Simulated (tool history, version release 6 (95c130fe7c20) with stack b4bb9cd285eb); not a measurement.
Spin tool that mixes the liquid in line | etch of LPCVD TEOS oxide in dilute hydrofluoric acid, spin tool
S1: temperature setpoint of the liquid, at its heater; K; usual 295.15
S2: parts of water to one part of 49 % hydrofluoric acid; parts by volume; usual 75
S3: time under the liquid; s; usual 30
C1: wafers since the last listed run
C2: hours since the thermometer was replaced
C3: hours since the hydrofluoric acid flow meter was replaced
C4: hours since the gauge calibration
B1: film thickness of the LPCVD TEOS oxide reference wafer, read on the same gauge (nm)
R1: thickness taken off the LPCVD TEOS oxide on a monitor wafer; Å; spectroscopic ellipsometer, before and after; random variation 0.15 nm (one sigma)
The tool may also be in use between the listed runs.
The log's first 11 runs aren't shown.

run	hour	S1	S2	S3	C1	C2	C3	C4	B1	R1
# hour 384.6: hydrofluoric acid flow meter replaced
12	408.5	293.15	75	30	260	1759.8	23.9	1291.4	130.01	147.2
13	430.7	293.15	75	30	195	1782.0	46.1	1313.6	129.98	148.9
# hour 445.1: gauge calibrated
14	460.6	295.15	75	30	263	1811.9	76.0	15.5	130.01	160.0
15	495.7	295.15	75	30	309	1847.0	111.1	50.6	129.99	161.0
16	529.4	293.15	110	15	297	1880.7	144.8	84.3	130.00	49.3
17	555.0	295.15	75	20	225	1906.3	170.4	109.9	130.01	108.6
18	588.0	295.15	75	45	291	1939.3	203.4	142.9	130.00	241.2
19	600.3	295.15	75	30	108	1951.6	215.7	155.2	130.00	160.8
20	630.1	297.65	40	15	262	1981.4	245.5	185.0	129.99	178.2
21	664.4	295.15	75	30	302	2015.7	279.8	219.3	130.00	161.7
22	694.9	293.65	60	15	268	2046.2	310.3	249.8	130.01	96.5
# hour 700.6: thermometer replaced
23	711.0	295.15	75	30	133	10.4	326.4	265.9	130.02	162.5
24	730.7	299.65	90	20	173	30.1	346.1	285.6	129.99	105.5
25	757.1	292.65	105	30	232	56.5	372.5	312.0	129.98	101.3
26	771.9	297.15	100	40	130	71.3	387.3	326.8	130.01	170.2
27	800.1	295.15	110	30	248	99.5	415.5	355.0	129.99	106.4
28	817.8	295.15	75	30	156	117.2	433.2	372.7	129.99	161.2
29	847.6	297.65	40	15	262	147.0	463.0	402.5	129.99	173.5
30	861.5	297.15	75	30	122	160.9	476.9	416.4	130.00	173.6
31	882.9	293.65	110	25	188	182.3	498.3	437.8	130.02	82.9
32	900.3	297.65	90	35	153	199.7	515.7	455.2	130.01	172.5

5 ways to go on from here, each from the tool as it stands after run 32. What would each give?
A	900.7	295.15	75	15	3	200.1	516.1	455.6	?	?
B	900.7	295.15	105	30	3	200.1	516.1	455.6	?	?
C	900.7	291.65	55	40	3	200.1	516.1	455.6	?	?
D	900.7	299.15	65	40	3	200.1	516.1	455.6	?	?
E	900.7	295.15	75	25	3	200.1	516.1	455.6	?	?

run	B1	R1
A	130.00	81.2
B	130.00	111.9
C	130.00	261.1
D	130.00	297.6
E	130.00	135.3
Without the tool's hidden state the same runs would have given:
run	R1
A	81.2
B	111.9
C	261.1
D	297.6
E	135.3

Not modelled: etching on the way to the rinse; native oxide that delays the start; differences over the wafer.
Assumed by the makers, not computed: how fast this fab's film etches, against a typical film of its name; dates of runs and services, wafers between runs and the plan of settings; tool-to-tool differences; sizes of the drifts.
